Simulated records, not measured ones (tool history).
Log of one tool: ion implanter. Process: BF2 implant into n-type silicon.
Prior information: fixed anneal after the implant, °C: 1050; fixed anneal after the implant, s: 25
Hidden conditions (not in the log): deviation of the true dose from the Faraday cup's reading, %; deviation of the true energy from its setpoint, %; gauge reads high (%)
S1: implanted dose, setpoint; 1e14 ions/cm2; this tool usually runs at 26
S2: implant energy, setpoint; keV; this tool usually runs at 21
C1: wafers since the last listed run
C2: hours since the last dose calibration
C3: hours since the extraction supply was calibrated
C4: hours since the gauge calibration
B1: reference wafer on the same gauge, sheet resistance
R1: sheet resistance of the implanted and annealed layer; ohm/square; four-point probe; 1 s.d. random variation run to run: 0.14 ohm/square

run 1 day=0 | S1=26 S2=21 | C1=0 C2=189.2 C3=5619.6 C4=347.4 | B1=91.62 | R1=94.39
run 2 day=2.604 | S1=26 S2=21 | C1=1000 C2=251.7 C3=5682.1 C4=409.9 | B1=91.57 | R1=93.87
run 3 day=5.733 | S1=26 S2=21 | C1=1202 C2=326.8 C3=5757.2 C4=485 | B1=91.58 | R1=94.22
run 4 day=10.971 | S1=26 S2=21 | C1=2012 C2=452.5 C3=5882.9 C4=610.7 | B1=91.64 | R1=94.02
run 5 day=15.262 | S1=26 S2=21 | C1=1649 C2=555.5 C3=5985.9 C4=713.7 | B1=91.61 | R1=93.62
-- day=17.383 gauge calibrated
run 6 day=18.35 | S1=26 S2=26 | C1=1186 C2=629.6 C3=6060 C4=23.2 | B1=91.69 | R1=87.73
run 7 day=20.008 | S1=26 S2=26 | C1=637 C2=669.4 C3=6099.8 C4=63 | B1=91.6 | R1=87.83
run 8 day=22.421 | S1=26 S2=26 | C1=927 C2=727.3 C3=6157.7 C4=120.9 | B1=91.6 | R1=87.72
-- day=22.908 Faraday cup replaced and dose calibrated
run 9 day=26.388 | S1=28.81 S2=16.5 | C1=1396 C2=83.5 C3=6252.9 C4=216.1 | B1=91.66 | R1=98.89
run 10 day=28.1 | S1=19.76 S2=27.5 | C1=658 C2=124.6 C3=6294 C4=257.2 | B1=91.55 | R1=90.62
run 11 day=29.979 | S1=22.1 S2=15 | C1=722 C2=169.7 C3=6339.1 C4=302.3 | B1=91.66 | R1=105.71
run 12 day=33.638 | S1=20.21 S2=23.5 | C1=1405 C2=257.5 C3=6426.9 C4=390.1 | B1=91.6 | R1=94.69
-- day=35.512 extraction supply calibrated
run 13 day=37.979 | S1=18.28 S2=21 | C1=1540 C2=361.7 C3=59.2 C4=494.3 | B1=91.61 | R1=100.4
run 14 day=41.162 | S1=28.86 S2=16.5 | C1=1223 C2=438.1 C3=135.6 C4=570.7 | B1=91.56 | R1=98.79
run 15 day=44.446 | S1=18.28 S2=21 | C1=1261 C2=516.9 C3=214.4 C4=649.5 | B1=91.55 | R1=100.08
-- day=44.862 gauge calibrated
run 16 day=48.196 | S1=26 S2=24.5 | C1=1440 C2=606.9 C3=304.4 C4=80 | B1=91.62 | R1=89.17

Some steps in R1 between neighbouring runs. How much of each would the tool show without its hidden state too (settings, what came in, random variation), and how much is left for the hidden state, with any gauge scatter that isn't in both results?
Run 10 -> 11: S1 19.76 -> 22.1, S2 27.5 -> 15. R1 +15.09 ohm/square: hidden state -0.05, all else +15.14.
Run 14 -> 15: S1 28.86 -> 18.28, S2 16.5 -> 21. R1 +1.29 ohm/square: hidden state -0.51, all else +1.8.
